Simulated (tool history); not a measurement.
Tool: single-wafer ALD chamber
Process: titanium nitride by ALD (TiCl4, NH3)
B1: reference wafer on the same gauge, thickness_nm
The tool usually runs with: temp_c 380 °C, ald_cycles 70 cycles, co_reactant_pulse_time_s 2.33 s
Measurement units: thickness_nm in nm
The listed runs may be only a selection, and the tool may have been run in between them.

run 1 day=0 | temp_c=380 ald_cycles=76 co_reactant_pulse_time_s=2.33 | B1=1.668 | thickness_nm=1.773
run 2 day=0.296 | temp_c=383 ald_cycles=70 co_reactant_pulse_time_s=2.33 | B1=1.668 | thickness_nm=1.633
run 3 day=0.754 | temp_c=383 ald_cycles=70 co_reactant_pulse_time_s=2.33 | B1=1.667 | thickness_nm=1.638
run 4 day=1.404 | temp_c=383 ald_cycles=70 co_reactant_pulse_time_s=2.33 | B1=1.668 | thickness_nm=1.632
run 5 day=2.017 | temp_c=380 ald_cycles=70 co_reactant_pulse_time_s=2.05 | B1=1.669 | thickness_nm=1.619
run 6 day=2.3 | temp_c=380 ald_cycles=70 co_reactant_pulse_time_s=2.33 | B1=1.669 | thickness_nm=1.634
run 7 day=2.588 | temp_c=380 ald_cycles=70 co_reactant_pulse_time_s=2.33 | B1=1.67 | thickness_nm=1.634
run 8 day=3.212 | temp_c=380 ald_cycles=70 co_reactant_pulse_time_s=2.33 | B1=1.671 | thickness_nm=1.631
run 9 day=3.708 | temp_c=380 ald_cycles=80 co_reactant_pulse_time_s=2.33 | B1=1.669 | thickness_nm=1.861
run 10 day=4.392 | temp_c=380 ald_cycles=80 co_reactant_pulse_time_s=2.33 | B1=1.672 | thickness_nm=1.867
run 11 day=5.133 | temp_c=380 ald_cycles=80 co_reactant_pulse_time_s=2.33 | B1=1.671 | thickness_nm=1.872
run 12 day=6.671 | temp_c=380 ald_cycles=70 co_reactant_pulse_time_s=2.33 | B1=1.673 | thickness_nm=1.631
run 13 day=7.017 | temp_c=380 ald_cycles=70 co_reactant_pulse_time_s=2.33 | B1=1.672 | thickness_nm=1.633
run 14 day=7.304 | temp_c=380 ald_cycles=70 co_reactant_pulse_time_s=2.73 | B1=1.672 | thickness_nm=1.655
run 15 day=7.883 | temp_c=380 ald_cycles=70 co_reactant_pulse_time_s=2.33 | B1=1.672 | thickness_nm=1.636
run 16 day=8.608 | temp_c=380 ald_cycles=70 co_reactant_pulse_time_s=2.33 | B1=1.672 | thickness_nm=1.634
run 17 day=9.021 | temp_c=380 ald_cycles=70 co_reactant_pulse_time_s=2.33 | B1=1.673 | thickness_nm=1.637
run 18 day=9.471 | temp_c=380 ald_cycles=70 co_reactant_pulse_time_s=2.33 | B1=1.673 | thickness_nm=1.642
run 19 day=9.921 | temp_c=380 ald_cycles=70 co_reactant_pulse_time_s=2.33 | B1=1.674 | thickness_nm=1.64
run 20 day=10.604 | temp_c=373 ald_cycles=63 co_reactant_pulse_time_s=1.44 | B1=1.674 | thickness_nm=1.401
run 21 day=11.325 | temp_c=373 ald_cycles=75 co_reactant_pulse_time_s=2.33 | B1=1.673 | thickness_nm=1.739
-- day=11.604 gauge calibrated
-- day=11.667 thermocouple changed; heater temperature recalibrated
run 22 day=11.85 | temp_c=371 ald_cycles=77 co_reactant_pulse_time_s=2.33 | B1=1.652 | thickness_nm=1.758
run 23 day=12.458 | temp_c=380 ald_cycles=70 co_reactant_pulse_time_s=2.33 | B1=1.653 | thickness_nm=1.62
run 24 day=13.704 | temp_c=375 ald_cycles=70 co_reactant_pulse_time_s=1.72 | B1=1.657 | thickness_nm=1.577
run 25 day=14.229 | temp_c=393 ald_cycles=70 co_reactant_pulse_time_s=2.33 | B1=1.658 | thickness_nm=1.642
run 26 day=15.958 | temp_c=365 ald_cycles=65 co_reactant_pulse_time_s=2.33 | B1=1.663 | thickness_nm=1.469
run 27 day=16.5 | temp_c=380 ald_cycles=70 co_reactant_pulse_time_s=2.33 | B1=1.663 | thickness_nm=1.629
-- day=16.925 showerhead replaced
run 28 day=16.946 | temp_c=375 ald_cycles=70 co_reactant_pulse_time_s=1.72 | B1=1.665 | thickness_nm=1.577
run 29 day=17.575 | temp_c=390 ald_cycles=83 co_reactant_pulse_time_s=2.83 | B1=1.665 | thickness_nm=1.953
run 30 day=18.083 | temp_c=380 ald_cycles=80 co_reactant_pulse_time_s=2.33 | B1=1.665 | thickness_nm=1.862
run 31 day=18.808 | temp_c=370 ald_cycles=81 co_reactant_pulse_time_s=2.33 | B1=1.666 | thickness_nm=1.856
run 32 day=19.188 | temp_c=380 ald_cycles=70 co_reactant_pulse_time_s=2.65 | B1=1.666 | thickness_nm=1.639
run 33 day=19.479 | temp_c=370 ald_cycles=59 co_reactant_pulse_time_s=2.33 | B1=1.668 | thickness_nm=1.361
run 34 day=19.754 | temp_c=380 ald_cycles=76 co_reactant_pulse_time_s=2.33 | B1=1.668 | thickness_nm=1.78
run 35 day=20.262 | temp_c=380 ald_cycles=70 co_reactant_pulse_time_s=1.66 | B1=1.667 | thickness_nm=1.592
run 36 day=20.8 | temp_c=380 ald_cycles=70 co_reactant_pulse_time_s=2.33 | B1=1.668 | thickness_nm=1.637
run 37 day=21.117 | temp_c=380 ald_cycles=70 co_reactant_pulse_time_s=1.66 | B1=1.67 | thickness_nm=1.602
run 38 day=21.483 | temp_c=393 ald_cycles=59 co_reactant_pulse_time_s=1.47 | B1=1.67 | thickness_nm=1.357
run 39 day=22.188 | temp_c=369 ald_cycles=70 co_reactant_pulse_time_s=1.46 | B1=1.67 | thickness_nm=1.542
run 40 day=22.546 | temp_c=380 ald_cycles=70 co_reactant_pulse_time_s=2.33 | B1=1.671 | thickness_nm=1.634
run 41 day=23.267 | temp_c=380 ald_cycles=70 co_reactant_pulse_time_s=2.33 | B1=1.671 | thickness_nm=1.638

A few steps of thickness_nm between consecutive runs. Split each: what settings, incoming material and random variation would produce without the hidden state, and what is left over for the hidden state, along with gauge scatter present in only one of the two compared results (measured, and without hidden state):
Hidden state present: wafer temperature above the value expected at the setpoint (K); gauge reads high (%).
Run 20 -> 21: ald_cycles 63 -> 75, co_reactant_pulse_time_s 1.44 -> 2.33. thickness_nm +0.338 nm: hidden state +0.005, all else +0.333.
Run 21 -> 22: temp_c 373 -> 371, ald_cycles 75 -> 77, gauge calibrated, thermocouple changed; heater temperature recalibrated. thickness_nm +0.019 nm: hidden state -0.023, all else +0.042.
Run 28 -> 29: temp_c 375 -> 390, ald_cycles 70 -> 83, co_reactant_pulse_time_s 1.72 -> 2.83. thickness_nm +0.376 nm: hidden state +0.004, all else +0.372.
Run 33 -> 34: temp_c 370 -> 380, ald_cycles 59 -> 76. thickness_nm +0.419 nm: hidden state +0.005, all else +0.414.
